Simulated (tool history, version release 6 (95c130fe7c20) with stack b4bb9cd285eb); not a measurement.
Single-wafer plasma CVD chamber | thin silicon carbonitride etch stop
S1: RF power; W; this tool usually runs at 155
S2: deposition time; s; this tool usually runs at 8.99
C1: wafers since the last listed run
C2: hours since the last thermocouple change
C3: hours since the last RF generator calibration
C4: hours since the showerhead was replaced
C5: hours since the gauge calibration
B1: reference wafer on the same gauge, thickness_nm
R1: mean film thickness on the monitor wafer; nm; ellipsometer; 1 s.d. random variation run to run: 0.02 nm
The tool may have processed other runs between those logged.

run   hour   S1     S2    C1      C2      C3      C4     C5     B1     R1
  1    0.0  155   8.99     0  1089.3  1095.6  5944.4  319.0  4.102  4.652
  2   35.3  155   8.99  1363  1124.6  1130.9  5979.7  354.3  4.094  4.679
  3   52.5  155   8.99   664  1141.8  1148.1  5996.9  371.5  4.100  4.660
  4   80.5  155   8.99  1081  1169.8  1176.1  6024.9  399.5  4.099  4.620
  5   93.7  155   8.99   509  1183.0  1189.3  6038.1  412.7  4.098  4.635
  6  112.2  155   8.99   714  1201.5  1207.8  6056.6  431.2  4.104  4.657
     132.7  -- showerhead replaced
  7  139.0  155   8.99   726  1228.3  1234.6     6.3  458.0  4.098  4.638
  8  171.9  155   8.99  1271  1261.2  1267.5    39.2  490.9  4.097  4.648
  9  193.1  155   8.99   819  1282.4  1288.7    60.4  512.1  4.104  4.601
 10  222.9  155   8.99  1151  1312.2  1318.5    90.2  541.9  4.102  4.655
 11  248.0  155   8.99   969  1337.3  1343.6   115.3  567.0  4.107  4.655
 12  323.7  135   8.99  2924  1413.0  1419.3   191.0  642.7  4.101  4.435
 13  343.2  145   8.37   753  1432.5  1438.8   210.5  662.2  4.107  4.232
     355.8  -- RF generator calibrated
 14  368.0  165   9.45   649  1457.3    12.2   235.3  687.0  4.100  4.872
 15  381.0  155   8.99   502  1470.3    25.2   248.3  700.0  4.099  4.587
 16  397.3  135  10.63   629  1486.6    41.5   264.6  716.3  4.091  5.131
 17  426.7  155   8.99  1135  1516.0    70.9   294.0  745.7  4.105  4.572
 18  440.2  125   8.99   521  1529.5    84.4   307.5  759.2  4.104  4.254
 19  460.8  145   7.93   795  1550.1   105.0   328.1  779.8  4.105  3.923
     476.6  -- thermocouple changed; heater temperature recalibrated
 20  477.1  140   8.00   320     0.5   121.3   344.4  796.1  4.103  3.949
 21  491.7  155   8.99   564    15.1   135.9   359.0  810.7  4.107  4.553
 22  515.0  185   8.43   900    38.4   159.2   382.3  834.0  4.098  4.509
 23  543.5  130   9.93  1101    66.9   187.7   410.8  862.5  4.092  4.751
 24  558.5  140   7.50   579    81.9   202.7   425.8  877.5  4.099  3.699
     574.6  -- gauge calibrated
 25  576.2  145   9.87   683    99.6   220.4   443.5    1.6  4.103  4.909
 26  593.8  140   8.39   679   117.2   238.0   461.1   19.2  4.104  4.125
     607.1  -- RF generator calibrated, repeated, since the last time left the tool worse
 27  626.3  155   8.99   946   149.7    19.2   493.6   51.7  4.099  4.703
 28  652.3  155   8.52  1004   175.7    45.2   519.6   77.7  4.100  4.476
 29  742.5  155   8.99  3484   265.9   135.4   609.8  167.9  4.094  4.693
 30  759.3  155   8.99   649   282.7   152.2   626.6  184.7  4.102  4.730
 31  777.6  135   9.89   707   301.0   170.5   644.9  203.0  4.109  4.960
 32  806.9  155  10.09  1132   330.3   199.8   674.2  232.3  4.098  5.304
 33  841.1  155   7.98  1321   364.5   234.0   708.4  266.5  4.099  4.173
 34  874.4  155   8.99  1286   397.8   267.3   741.7  299.8  4.095  4.717

A few steps of R1 between consecutive runs. Split each: what settings, incoming material and random variation would produce without the hidden state, and what is left over for the hidden state, along with gauge scatter present in only one of the two compared results (measured, and without hidden state):
Hidden state present: wafer temperature above the value expected at the setpoint (K); delivered RF power above the setpoint (%); gauge reads high (%).
Run 13 -> 14: S1 145 -> 165, S2 8.37 -> 9.45, RF generator calibrated. R1 +0.640 nm: hidden state -0.072, all else +0.712.
Run 23 -> 24: S1 130 -> 140, S2 9.93 -> 7.50. R1 -1.052 nm: hidden state +0.034, all else -1.086.
Run 24 -> 25: S1 140 -> 145, S2 7.50 -> 9.87, gauge calibrated. R1 +1.210 nm: hidden state -0.041, all else +1.251.
Run 26 -> 27: S1 140 -> 155, S2 8.39 -> 8.99, RF generator calibrated, repeated, since the last time left the tool worse. R1 +0.578 nm: hidden state +0.130, all else +0.448.
Run 32 -> 33: S2 10.09 -> 7.98. R1 -1.131 nm: hidden state +0.001, all else -1.132.
